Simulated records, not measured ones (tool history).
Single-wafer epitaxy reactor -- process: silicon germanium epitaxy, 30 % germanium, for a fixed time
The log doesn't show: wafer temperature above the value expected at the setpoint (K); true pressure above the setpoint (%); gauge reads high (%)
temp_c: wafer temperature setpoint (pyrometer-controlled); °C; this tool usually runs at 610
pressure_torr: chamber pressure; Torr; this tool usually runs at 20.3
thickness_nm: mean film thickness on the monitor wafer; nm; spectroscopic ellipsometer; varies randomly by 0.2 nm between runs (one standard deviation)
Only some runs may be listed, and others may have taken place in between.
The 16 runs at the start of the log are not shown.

run   hour  temp_c  pressure_torr  wafers since the last listed run  hours since the last pyrometer calibration  hours since the last manometer calibration  hours since the showerhead was replaced  hours since the gauge calibration  read-back reference wafer on the same gauge, thickness_nm  thickness_nm
 17  370.2     610           20.3                               350                                      1324.8                                      1502.9                                     8076                              412.1                                                     73.287        76.938
     386.2  -- gauge calibrated
 18    402     621           15.8                               486                                      1356.6                                      1534.7                                   8107.8                               15.8                                                     73.475         82.73
 19  434.3     605           20.3                               493                                      1388.9                                        1567                                   8140.1                               48.1                                                     73.384        71.501
 20  454.2     610           20.3                               304                                      1408.8                                      1586.9                                     8160                                 68                                                      73.42        77.578
 21  474.4     597           20.3                               308                                        1429                                      1607.1                                   8180.2                               88.2                                                     73.414        62.886
     497.3  -- showerhead replaced, of another model than before
 22  507.8     599           22.1                               388                                      1462.4                                      1640.5                                     10.5                              121.6                                                     73.367        67.005
     549.2  -- capacitance manometer re-zeroed and calibrated
 23  615.7     600           15.2                              1527                                      1570.3                                        66.5                                    118.4                              229.5                                                     73.399        60.713
     643.6  -- pyrometer calibrated
 24    644     603           20.3                               310                                         0.4                                        94.8                                    146.7                              257.8                                                     73.432        65.365
 25    663     610           20.3                               290                                        19.4                                       113.8                                    165.7                              276.8                                                     73.423        73.233
 26  679.9     600           15.2                               258                                        36.3                                       130.7                                    182.6                              293.7                                                     73.422        56.936
 27  695.5     602           22.5                               238                                        51.9                                       146.3                                    198.2                              309.3                                                     73.462        66.221
 28  709.1     610           20.3                               207                                        65.5                                       159.9                                    211.8                              322.9                                                     73.323        72.984
 29  729.5     614           22.6                               311                                        85.9                                       180.3                                    232.2                              343.3                                                     73.399        80.479
 30  836.8     599           20.3                              1640                                       193.2                                       287.6                                    339.5                              450.6                                                     73.382        61.524
 31  853.6     614           20.3                               256                                         210                                       304.4                                    356.3                              467.4                                                     73.431        78.308
 32  881.9     618           21.8                               432                                       238.3                                       332.7                                    384.6                              495.7                                                       73.4        85.524
 33  916.5     621           20.3                               529                                       272.9                                       367.3                                    419.2                              530.3                                                      73.46        87.368

Predict each of these 3 candidate next runs independently; none follows another, all start after run 33:
  A  916.9     610           18.8                                 6                                       273.3                                       367.7                                    419.6                              530.7                                                          ?             ?
  B  916.9     620           15.4                                 6                                       273.3                                       367.7                                    419.6                              530.7                                                          ?             ?
  C  916.9     621           22.9                                 6                                       273.3                                       367.7                                    419.6                              530.7                                                          ?             ?

run  read-back reference wafer on the same gauge, thickness_nm  thickness_nm
  A                                                     73.456        72.001
  B                                                     73.456        79.392
  C                                                     73.456         91.01
Stripped of hidden state, with their random variation kept, the same runs would have yielded:
run  thickness_nm
  A        72.001
  B        79.392
  C         91.01

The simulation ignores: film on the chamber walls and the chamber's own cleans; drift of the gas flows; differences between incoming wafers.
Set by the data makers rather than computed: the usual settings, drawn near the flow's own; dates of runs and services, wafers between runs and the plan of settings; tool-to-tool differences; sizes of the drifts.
